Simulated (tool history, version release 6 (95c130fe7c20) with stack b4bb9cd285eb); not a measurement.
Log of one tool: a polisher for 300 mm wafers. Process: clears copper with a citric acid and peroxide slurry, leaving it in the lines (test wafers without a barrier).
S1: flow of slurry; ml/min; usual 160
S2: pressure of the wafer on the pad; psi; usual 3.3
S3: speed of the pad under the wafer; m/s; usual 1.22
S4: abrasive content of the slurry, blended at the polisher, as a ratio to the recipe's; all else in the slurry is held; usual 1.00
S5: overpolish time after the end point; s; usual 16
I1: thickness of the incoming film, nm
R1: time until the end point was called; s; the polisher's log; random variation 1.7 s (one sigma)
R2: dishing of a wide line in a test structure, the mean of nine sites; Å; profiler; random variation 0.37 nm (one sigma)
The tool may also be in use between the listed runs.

{"run": 1, "hour": 0.0, "S1": 160, "S2": 3.3, "S3": 1.22, "S4": 1.0, "S5": 16, "I1": 285.3, "R1": 108.4, "R2": 283}
{"run": 2, "hour": 10.8, "S1": 160, "S2": 3.3, "S3": 1.22, "S4": 1.0, "S5": 16, "I1": 284.2, "R1": 109.8, "R2": 276}
{"run": 3, "hour": 18.5, "S1": 160, "S2": 3.3, "S3": 1.22, "S4": 0.85, "S5": 16, "I1": 285.7, "R1": 116.5, "R2": 267}
{"run": 4, "hour": 28.1, "S1": 160, "S2": 3.3, "S3": 1.22, "S4": 1.0, "S5": 11, "I1": 284.8, "R1": 109.2, "R2": 196}
{"run": 5, "hour": 45.9, "S1": 160, "S2": 3.3, "S3": 1.22, "S4": 1.0, "S5": 8, "I1": 285.4, "R1": 114.0, "R2": 147}
{"run": 6, "hour": 53.5, "S1": 160, "S2": 3.3, "S3": 1.22, "S4": 1.0, "S5": 8, "I1": 285.5, "R1": 114.5, "R2": 141}
{"run": 7, "hour": 78.7, "S1": 160, "S2": 3.3, "S3": 1.22, "S4": 1.0, "S5": 16, "I1": 280.3, "R1": 111.6, "R2": 273}
{"run": 8, "hour": 86.1, "S1": 160, "S2": 3.3, "S3": 1.22, "S4": 1.0, "S5": 16, "I1": 284.7, "R1": 117.2, "R2": 268}
{"run": 9, "hour": 97.6, "S1": 160, "S2": 3.3, "S3": 1.22, "S4": 1.0, "S5": 16, "I1": 289.5, "R1": 117.0, "R2": 274}
{"run": 10, "hour": 108.2, "S1": 160, "S2": 3.3, "S3": 1.22, "S4": 1.0, "S5": 16, "I1": 285.9, "R1": 114.4, "R2": 272}
{"hour": 117.7, "done": "head pressure recalibrated"}
{"hour": 123.7, "done": "slurry blender recalibrated"}
{"run": 11, "hour": 126.1, "S1": 160, "S2": 3.3, "S3": 1.22, "S4": 1.0, "S5": 16, "I1": 289.0, "R1": 116.7, "R2": 275}
{"hour": 136.9, "done": "worn pad replaced by a new one"}
{"run": 12, "hour": 137.9, "S1": 160, "S2": 3.3, "S3": 1.22, "S4": 1.0, "S5": 16, "I1": 288.0, "R1": 123.6, "R2": 261}
{"run": 13, "hour": 149.2, "S1": 160, "S2": 2.3, "S3": 0.96, "S4": 0.9, "S5": 21, "I1": 287.9, "R1": 208.2, "R2": 201}
{"hour": 164.4, "done": "slurry nozzle cleaned"}
{"run": 14, "hour": 165.6, "S1": 210, "S2": 3.3, "S3": 1.22, "S4": 1.0, "S5": 13, "I1": 284.9, "R1": 114.8, "R2": 219}
{"run": 15, "hour": 174.6, "S1": 160, "S2": 3.3, "S3": 1.22, "S4": 1.0, "S5": 11, "I1": 286.0, "R1": 128.2, "R2": 179}
{"run": 16, "hour": 188.0, "S1": 160, "S2": 2.6, "S3": 1.22, "S4": 1.0, "S5": 16, "I1": 285.6, "R1": 165.7, "R2": 196}
{"hour": 193.9, "done": "worn pad replaced by a new one, repeated, since the last time left the tool worse"}
{"run": 17, "hour": 195.6, "S1": 160, "S2": 3.3, "S3": 1.22, "S4": 1.0, "S5": 24, "I1": 285.6, "R1": 109.6, "R2": 407}
{"run": 18, "hour": 212.0, "S1": 160, "S2": 3.3, "S3": 1.22, "S4": 1.0, "S5": 12, "I1": 281.9, "R1": 106.8, "R2": 213}
{"run": 19, "hour": 227.5, "S1": 160, "S2": 3.3, "S3": 1.22, "S4": 1.0, "S5": 16, "I1": 283.6, "R1": 107.8, "R2": 279}
{"run": 20, "hour": 243.4, "S1": 160, "S2": 3.3, "S3": 1.44, "S4": 0.9, "S5": 16, "I1": 285.9, "R1": 105.0, "R2": 285}
{"run": 21, "hour": 254.2, "S1": 160, "S2": 2.2, "S3": 1.22, "S4": 0.9, "S5": 16, "I1": 283.2, "R1": 168.9, "R2": 183}
{"run": 22, "hour": 261.2, "S1": 160, "S2": 3.3, "S3": 1.22, "S4": 1.0, "S5": 11, "I1": 283.6, "R1": 106.6, "R2": 191}
{"run": 23, "hour": 272.3, "S1": 180, "S2": 3.3, "S3": 0.92, "S4": 1.0, "S5": 16, "I1": 286.5, "R1": 130.4, "R2": 242}
{"run": 24, "hour": 280.1, "S1": 160, "S2": 3.3, "S3": 1.22, "S4": 1.0, "S5": 16, "I1": 283.1, "R1": 112.3, "R2": 276}
{"run": 25, "hour": 292.7, "S1": 160, "S2": 3.3, "S3": 1.22, "S4": 1.15, "S5": 16, "I1": 283.1, "R1": 107.5, "R2": 286}
{"run": 26, "hour": 300.8, "S1": 160, "S2": 2.5, "S3": 1.62, "S4": 1.25, "S5": 16, "I1": 286.6, "R1": 116.8, "R2": 260}

The next listed run, before its measurement:
{"run": 27, "hour": 311.9, "S1": 215, "S2": 2.7, "S3": 1.22, "S4": 1.0, "S5": 16, "I1": 280.2, "R1": "?", "R2": "?"}

R1: 125.9 s
R2: 236 Å
Without the tool's hidden state the same run would have given R1 119.1 s, R2 248 Å.
